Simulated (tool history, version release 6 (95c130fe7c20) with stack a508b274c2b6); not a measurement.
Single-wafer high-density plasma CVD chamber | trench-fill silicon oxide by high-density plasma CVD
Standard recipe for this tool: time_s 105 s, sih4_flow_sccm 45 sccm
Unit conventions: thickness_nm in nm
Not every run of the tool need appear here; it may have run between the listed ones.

run,hour,time_s,sih4_flow_sccm,"read-back reference wafer on the same gauge, thickness_nm",thickness_nm
1,0,105,45,499.737,502.407
2,50,105,45,500.489,503.897
3,95.6,105,45,501.08,499.557
4,121.8,105,38,500.672,423.445
5,189.6,105,38,499.702,423.711
6,232,105,45,500.337,503.233
7,280.9,105,45,501.781,500.553
8,330.8,105,45,500.384,505.094
9,396.3,116,45,501.295,555.427
10,446.8,116,45,501.84,555.967
11,503.7,99,45,500.625,478.156
12,536.1,114,45,501.067,548.514
13,571.1,114,45,500.616,546.343
14,600.4,92,45,501.155,443.624
15,645.3,92,45,500.45,437.641
16,700.1,91,45,501.236,437.226
17,770,91,45,501.26,436.098
18,800.7,105,45,500.605,513.077
19,835.8,122,45,501.237,594.789
20,899.4,105,45,501.46,513.428
21,941.3,105,45,500.601,516.324
22,1004.5,105,45,501.072,516.67
23,1038.3,97,42,501.507,444.358
24,1110.1,86,40,500.746,375.505
25,1178.1,111,48,500.391,585.934
26,1217.1,105,45,501.94,521.638
27,1272.7,85,45,500.333,420.671
28,1320.8,124,45,500.88,577.03
29,1373.6,124,43,501.194,552.73
30,1423.5,85,49,500.695,428.632
31,1487.7,105,45,500.661,488.221
32,1512.4,105,45,500.831,488.659
33,1584.1,105,47,500.848,514.531
34,1650.2,105,50,501.894,546.793
35,1707.8,121,39,501.102,488.223
36,1773.8,91,37,500.741,350.305
37,1813.3,99,42,501.738,436.166
38,1848.1,105,45,500.965,492.137
39,1990.2,105,41,501.539,449.629
40,2059,90,42,500.718,395
41,2104,105,47,500.062,515.82
42,2141.5,121,45,502.003,576.184
43,2196.2,115,39,500.729,471.293
44,2258.8,120,48,500.713,605.314
45,2294.8,85,39,500.06,348.466

Removed from this log: 3 entries logged between the listed runs. Between which two listed runs does each belong, and how does the tool's hidden state at the listed run before it compare with that at the listed run after it?
Run 17 -> run 18: silane flow controller replaced (hour 788.4)
  delivered silane flow above the setpoint (%): 4.53 -> 6.7
  what was measured, less what the result would be without the hidden state, thickness_nm: +18.917 -> +32.236 nm
Run 27 -> run 28: silane flow controller replaced, repeated, since the last time left the tool worse (hour 1285.9)
  delivered silane flow above the setpoint (%): 7.78 -> 1.23
  what was measured, less what the result would be without the hidden state, thickness_nm: +30.378 -> +7.038 nm
Run 30 -> run 31: gauge calibrated (hour 1452.3)
  delivered silane flow above the setpoint (%): 1.49 -> 1.65
  what was measured, less what the result would be without the hidden state, thickness_nm: +6.306 -> +7.909 nm
